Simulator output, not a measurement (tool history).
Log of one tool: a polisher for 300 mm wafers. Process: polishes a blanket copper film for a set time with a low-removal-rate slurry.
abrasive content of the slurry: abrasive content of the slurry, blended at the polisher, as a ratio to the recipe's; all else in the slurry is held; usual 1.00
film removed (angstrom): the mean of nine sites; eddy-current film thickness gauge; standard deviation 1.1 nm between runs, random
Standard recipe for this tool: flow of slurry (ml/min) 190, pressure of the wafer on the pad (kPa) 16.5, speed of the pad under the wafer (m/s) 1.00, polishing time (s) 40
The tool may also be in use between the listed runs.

run    hour  flow of slurry (ml/min)  pressure of the wafer on the pad (kPa)  speed of the pad under the wafer (m/s)  abrasive content of the slurry  polishing time (s)  wafers since the last listed run  wafers polished on this pad  hours since the slurry nozzle was cleaned  hours since the head pressure was calibrated  hours since the slurry blender was calibrated  incoming thickness of the incoming film, nm  film removed (angstrom)
  1     0.0                      190                                    16.5                                    1.00                            1.00                  40                                 0                         4065                                      472.2                                         239.7                                            9.1                                       1204.0                      988
       38.7  -- worn pad replaced by a new one
  2    59.8                      190                                    16.5                                    1.00                            1.00                  40                               846                          319                                      532.0                                         299.5                                           68.9                                       1222.0                      985
       61.8  -- slurry nozzle cleaned
  3   120.3                      190                                    16.5                                    1.00                            1.00                  40                               902                         1222                                       58.5                                         360.0                                          129.4                                       1235.0                     1102
      138.1  -- head pressure recalibrated
  4   188.4                      190                                    13.1                                    1.00                            1.20                  40                              1002                         2224                                      126.6                                          50.3                                          197.5                                       1236.5                      810
  5   255.2                      190                                    13.1                                    1.00                            1.20                  40                              1013                         3237                                      193.4                                         117.1                                          264.3                                       1231.1                      807
  6   288.8                      190                                    16.5                                    1.00                            1.00                  40                               509                         3747                                      227.0                                         150.7                                          297.9                                       1211.5                      986
      301.2  -- worn pad replaced by a new one
  7   347.4                      190                                    16.5                                    1.00                            1.00                  40                               828                          699                                      285.6                                         209.3                                          356.5                                       1218.3                     1013
      371.5  -- slurry blender recalibrated
  8   412.1                      190                                    16.5                                    1.00                            1.00                  40                               950                         1650                                      350.3                                         274.0                                           40.6                                       1229.3                      995
  9   448.8                      190                                    16.5                                    1.00                            1.00                  40                               556                         2207                                      387.0                                         310.7                                           77.3                                       1220.3                      994
      471.0  -- head pressure recalibrated
 10   484.0                      190                                    16.5                                    1.00                            1.00                  40                               503                         2710                                      422.2                                          13.0                                          112.5                                       1230.5                      887
 11   552.1                      190                                    16.5                                    1.00                            1.00                  40                              1032                         3743                                      490.3                                          81.1                                          180.6                                       1242.9                      883
 12   603.2                      190                                    16.5                                    1.00                            1.00                  40                               774                         4518                                      541.4                                         132.2                                          231.7                                       1234.6                      900
      608.0  -- worn pad replaced by a new one
      638.3  -- slurry nozzle cleaned
 13   663.4                      190                                    16.5                                    1.00                            1.00                  40                               837                          824                                       25.1                                         192.4                                          291.9                                       1247.8                     1037
 14   695.2                      140                                    16.5                                    1.00                            1.00                  40                               482                         1306                                       56.9                                         224.2                                          323.7                                       1210.2                      980
 15   743.2                      190                                    13.1                                    0.68                            1.15                  40                               727                         2034                                      104.9                                         272.2                                          371.7                                       1219.4                      592
 16   798.8                      165                                    16.5                                    0.74                            0.70                  53                               843                         2877                                      160.5                                         327.8                                          427.3                                       1211.4                      942
 17   825.2                      170                                    19.3                                    1.30                            1.00                  26                               400                         3278                                      186.9                                         354.2                                          453.7                                       1207.6                     1016
      827.8  -- slurry blender recalibrated
      854.2  -- head pressure recalibrated
      856.5  -- worn pad replaced by a new one
 18   875.9                      190                                    16.5                                    1.00                            1.00                  40                               673                          294                                      237.6                                          21.7                                           48.1                                       1205.2                      971
 19   917.7                      190                                    11.7                                    1.10                            0.85                  31                               633                          927                                      279.4                                          63.5                                           89.9                                       1225.3                      574
 20   983.0                      170                                    16.5                                    1.00                            1.00                  40                               990                         1918                                      344.7                                         128.8                                          155.2                                       1205.0                      959
 21  1051.3                      190                                    11.7                                    1.00                            1.00                  40                              1035                         2954                                      413.0                                         197.1                                          223.5                                       1206.4                      709
 22  1081.5                      190                                    16.5                                    1.00                            1.00                  40                               457                         3412                                      443.2                                         227.3                                          253.7                                       1207.3                     1000
     1131.1  -- slurry nozzle cleaned
 23  1142.1                      190                                    16.5                                    1.00                            0.80                  40                               903                         4315                                       11.0                                         287.9                                          314.3                                       1233.8                     1045
     1161.1  -- worn pad replaced by a new one
     1183.8  -- head pressure recalibrated
 24  1212.6                      165                                    14.5                                    1.00                            1.00                  40                               978                          750                                       81.5                                          28.8                                          384.8                                       1218.3                      847
     1244.6  -- slurry blender recalibrated
 25  1277.4                      145                                    16.5                                    1.00                            0.90                  40                               952                         1702                                      146.3                                          93.6                                           32.8                                       1204.9                      931
 26  1319.6                      190                                    16.5                                    1.00                            1.00                  40                               639                         2342                                      188.5                                         135.8                                           75.0                                       1205.1                     1010
 27  1353.5                      190                                    21.4                                    1.00                            1.00                  40                               514                         2856                                      222.4                                         169.7                                          108.9                                       1201.6                     1315
 28  1412.8                      190                                    16.5                                    1.00                            1.00                  40                               899                         3755                                      281.7                                         229.0                                          168.2                                       1230.0                     1007
     1441.3  -- worn pad replaced by a new one
 29  1441.8                      225                                    19.3                                    1.14                            1.00                  44                               379                            8                                      310.7                                         258.0                                          197.2                                       1220.6                     1548

Each row is a separate what-if for the run after 29, all from the same tool condition, not one after another. Results?
  A  1442.2                      190                                    16.5                                    1.34                            1.00                  40                                 6                           14                                      311.1                                         258.4                                          197.6                                       1213.5                        ?
  B  1442.2                      230                                    20.0                                    1.00                            0.90                  32                                 6                           14                                      311.1                                         258.4                                          197.6                                       1213.5                        ?
  C  1442.2                      190                                    19.3                                    1.16                            1.10                  40                                 6                           14                                      311.1                                         258.4                                          197.6                                       1213.5                        ?
  D  1442.2                      255                                    20.7                                    1.22                            1.00                  50                                 6                           14                                      311.1                                         258.4                                          197.6                                       1213.5                        ?

run  film removed (angstrom)
  A                     1366
  B                      996
  C                     1411
  D                     2046
Had the tool no hidden state, the same runs would have come out as:
run  film removed (angstrom)
  A                     1323
  B                      956
  C                     1367
  D                     1956
